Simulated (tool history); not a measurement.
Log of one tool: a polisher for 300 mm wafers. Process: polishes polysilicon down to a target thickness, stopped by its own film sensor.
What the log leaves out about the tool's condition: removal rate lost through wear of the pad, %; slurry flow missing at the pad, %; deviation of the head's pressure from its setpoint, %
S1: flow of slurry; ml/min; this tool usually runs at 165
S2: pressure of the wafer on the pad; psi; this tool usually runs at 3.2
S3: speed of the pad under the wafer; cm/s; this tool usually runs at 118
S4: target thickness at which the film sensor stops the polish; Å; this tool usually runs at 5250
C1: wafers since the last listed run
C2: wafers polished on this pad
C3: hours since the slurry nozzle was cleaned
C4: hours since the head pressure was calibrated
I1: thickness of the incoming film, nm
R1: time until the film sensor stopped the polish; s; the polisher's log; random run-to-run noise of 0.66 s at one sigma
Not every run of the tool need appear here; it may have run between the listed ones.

Run 1, hour 0: usual settings but S3 136 cm/s; C1 0; C2 1129; C3 168; C4 1031.9; I1 1358.5. Result: R1 71.1 s.
At hour 20.6: worn pad replaced by a new one.
Run 2, hour 23.8: usual settings but S3 136 cm/s; C1 128; C2 21; C3 191.8; C4 1055.7; I1 1347.1. Result: R1 70.8 s.
At hour 34: slurry nozzle cleaned.
Run 3, hour 50.9: usual settings but S3 136 cm/s; C1 169; C2 190; C3 16.9; C4 1082.8; I1 1336.3. Result: R1 69.4 s.
Run 4, hour 68.3: usual settings; C1 112; C2 303; C3 34.3; C4 1100.2; I1 1353.7. Result: R1 78 s.
Run 5, hour 90.7: usual settings; C1 145; C2 448; C3 56.7; C4 1122.6; I1 1337.4. Result: R1 76.6 s.
Run 6, hour 116.6: usual settings; C1 167; C2 616; C3 82.6; C4 1148.5; I1 1356.2. Result: R1 78.5 s.
Run 7, hour 133.6: usual settings; C1 110; C2 726; C3 99.6; C4 1165.5; I1 1353.1. Result: R1 78.6 s.
Run 8, hour 169.3: usual settings; C1 231; C2 958; C3 135.3; C4 1201.2; I1 1337.3. Result: R1 75.3 s.
Run 9, hour 193.5: usual settings; C1 156; C2 1115; C3 159.5; C4 1225.4; I1 1337.5. Result: R1 76.3 s.
Run 10, hour 217.7: usual settings; C1 156; C2 1272; C3 183.7; C4 1249.6; I1 1349.2. Result: R1 77.8 s.
At hour 229: slurry nozzle cleaned.
Run 11, hour 229.8: usual settings but S1 210 ml/min, S2 2.9 psi; C1 71; C2 1344; C3 0.8; C4 1261.7; I1 1351.3. Result: R1 82.3 s.
At hour 246.7: worn pad replaced by a new one.
Run 12, hour 265.2: usual settings; C1 203; C2 119; C3 36.2; C4 1297.1; I1 1356.6. Result: R1 78.2 s.
Run 13, hour 293.2: usual settings but S3 98 cm/s, S4 7850 Å; C1 181; C2 301; C3 64.2; C4 1325.1; I1 1356.7. Result: R1 60.1 s.
Run 14, hour 322.4: usual settings but S1 120 ml/min, S3 86 cm/s, S4 7370 Å; C1 189; C2 491; C3 93.4; C4 1354.3; I1 1346.2. Result: R1 74 s.
At hour 324.8: head pressure recalibrated.
Run 15, hour 337.9: usual settings but S1 135 ml/min, S3 96 cm/s; C1 87; C2 578; C3 108.9; C4 13.1; I1 1326.4. Result: R1 88 s.
Run 16, hour 440: usual settings but S1 145 ml/min, S3 142 cm/s; C1 662; C2 1240; C3 211; C4 115.2; I1 1360.2. Result: R1 71.8 s.
At hour 445.7: slurry nozzle cleaned.
At hour 463.5: worn pad replaced by a new one.
Run 17, hour 474.8: usual settings but S3 134 cm/s, S4 6960 Å; C1 193; C2 73; C3 29.1; C4 150; I1 1342.1. Result: R1 55.6 s.
Run 18, hour 507.5: usual settings but S2 2.8 psi, S3 140 cm/s, S4 6330 Å; C1 212; C2 285; C3 61.8; C4 182.7; I1 1349. Result: R1 69.2 s.
Run 19, hour 520.3: usual settings; C1 83; C2 368; C3 74.6; C4 195.5; I1 1360.8. Result: R1 78.2 s.
Run 20, hour 546.8: usual settings but S3 136 cm/s; C1 171; C2 540; C3 101.1; C4 222; I1 1381. Result: R1 74.6 s.
Run 21, hour 571: usual settings; C1 156; C2 697; C3 125.3; C4 246.2; I1 1377.3. Result: R1 81.5 s.
Run 22, hour 589.4: usual settings but S2 2.4 psi, S4 3930 Å; C1 119; C2 816; C3 143.7; C4 264.6; I1 1330.3. Result: R1 118.6 s.

Exercise: give the hidden state of the tool at every run:
removal rate lost through wear of the pad, %: 0, the same for each run
slurry flow missing at the pad, %: 0, the same for each run
deviation of the head's pressure from its setpoint, %: 0, the same for each run
